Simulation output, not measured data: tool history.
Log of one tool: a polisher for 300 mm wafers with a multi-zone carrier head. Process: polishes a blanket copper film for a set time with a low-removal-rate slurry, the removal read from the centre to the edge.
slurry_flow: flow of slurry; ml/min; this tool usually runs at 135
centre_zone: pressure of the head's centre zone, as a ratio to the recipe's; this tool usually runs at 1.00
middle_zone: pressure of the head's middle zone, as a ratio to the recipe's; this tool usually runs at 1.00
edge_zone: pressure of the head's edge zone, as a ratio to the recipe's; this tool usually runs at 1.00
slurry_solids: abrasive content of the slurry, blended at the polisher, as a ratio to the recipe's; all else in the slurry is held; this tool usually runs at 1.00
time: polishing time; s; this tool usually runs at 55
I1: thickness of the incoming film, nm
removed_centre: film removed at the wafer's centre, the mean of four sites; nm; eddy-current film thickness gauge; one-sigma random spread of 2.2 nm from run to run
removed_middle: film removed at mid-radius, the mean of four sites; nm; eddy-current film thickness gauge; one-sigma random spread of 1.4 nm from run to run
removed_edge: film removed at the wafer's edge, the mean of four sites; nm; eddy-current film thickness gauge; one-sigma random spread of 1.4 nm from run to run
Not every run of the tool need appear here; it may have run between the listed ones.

Run 1, hour 0.0: usual settings; I1 1489.2. Result: removed_centre 175.3 nm, removed_middle 173.6 nm, removed_edge 174.1 nm.
At hour 24.4: worn pad replaced by a new one.
Run 2, hour 26.8: usual settings; I1 1509.0. Result: removed_centre 172.9 nm, removed_middle 173.7 nm, removed_edge 172.7 nm.
Run 3, hour 47.9: usual settings; I1 1520.2. Result: removed_centre 174.8 nm, removed_middle 173.6 nm, removed_edge 176.0 nm.
Run 4, hour 70.2: usual settings; I1 1505.9. Result: removed_centre 175.9 nm, removed_middle 173.5 nm, removed_edge 174.0 nm.
Run 5, hour 88.0: usual settings; I1 1490.6. Result: removed_centre 172.4 nm, removed_middle 171.6 nm, removed_edge 174.8 nm.
Run 6, hour 103.6: usual settings but edge_zone 0.97; I1 1512.5. Result: removed_centre 174.6 nm, removed_middle 172.9 nm, removed_edge 171.4 nm.
At hour 109.5: worn pad replaced by a new one.
At hour 116.5: centre zone pressure recalibrated.
At hour 121.2: edge zone pressure recalibrated.
Run 7, hour 123.6: usual settings but edge_zone 0.97; I1 1508.8. Result: removed_centre 173.7 nm, removed_middle 171.3 nm, removed_edge 168.4 nm.
Run 8, hour 157.3: usual settings but edge_zone 0.97; I1 1505.9. Result: removed_centre 169.9 nm, removed_middle 173.6 nm, removed_edge 171.4 nm.
At hour 168.7: carrier head's membrane replaced by a new one.
Run 9, hour 187.8: usual settings but edge_zone 0.97; I1 1504.4. Result: removed_centre 173.7 nm, removed_middle 172.3 nm, removed_edge 171.4 nm.
At hour 213.7: worn pad replaced by a new one.
Run 10, hour 219.2: usual settings but slurry_flow 170 ml/min, time 42 s; I1 1478.4. Result: removed_centre 139.8 nm, removed_middle 136.7 nm, removed_edge 135.7 nm.
Run 11, hour 231.9: usual settings but centre_zone 0.93, edge_zone 0.96, slurry_solids 1.20, time 39 s; I1 1499.8. Result: removed_centre 120.5 nm, removed_middle 125.9 nm, removed_edge 124.7 nm.
At hour 243.2: slurry nozzle cleaned.
Run 12, hour 246.5: usual settings but slurry_flow 165 ml/min, centre_zone 0.89, edge_zone 0.94, time 65 s; I1 1511.1. Result: removed_centre 207.7 nm, removed_middle 229.8 nm, removed_edge 217.6 nm.
Run 13, hour 267.3: usual settings but slurry_solids 1.10; I1 1473.5. Result: removed_centre 191.3 nm, removed_middle 189.5 nm, removed_edge 190.1 nm.
Run 14, hour 297.6: usual settings but slurry_solids 0.75, time 74 s; I1 1475.5. Result: removed_centre 239.7 nm, removed_middle 232.2 nm, removed_edge 235.3 nm.
At hour 307.4: worn pad replaced by a new one.
Run 15, hour 327.2: usual settings but middle_zone 0.93, edge_zone 0.93; I1 1475.3. Result: removed_centre 189.3 nm, removed_middle 173.0 nm, removed_edge 176.3 nm.
Run 16, hour 344.4: usual settings but middle_zone 0.89; I1 1477.9. Result: removed_centre 185.9 nm, removed_middle 166.3 nm, removed_edge 181.5 nm.

Here are 4 independent what-if runs from the current tool condition. What would each one return?
Run A, hour 344.8: usual settings but centre_zone 1.08; I1 1523.6. Result: removed_centre ?, removed_middle ?, removed_edge ?.
Run B, hour 344.8: usual settings but slurry_flow 165 ml/min, middle_zone 0.95, edge_zone 0.96, slurry_solids 1.25; I1 1523.6. Result: removed_centre ?, removed_middle ?, removed_edge ?.
Run C, hour 344.8: usual settings but slurry_flow 100 ml/min; I1 1523.6. Result: removed_centre ?, removed_middle ?, removed_edge ?.
Run D, hour 344.8: usual settings but slurry_solids 0.80; I1 1523.6. Result: removed_centre ?, removed_middle ?, removed_edge ?.

run  removed_centre  removed_middle  removed_edge
  A           197.6           180.8         181.0
  B           199.5           187.3         190.2
  C           173.0           171.6         174.6
  D           176.0           173.2         173.3
Without the tool's hidden state the same runs would have given:
run  removed_centre  removed_middle  removed_edge
  A           204.3           186.2         184.8
  B           205.3           192.1         193.7
  C           180.2           177.8         178.9
  D           182.0           178.3         176.9
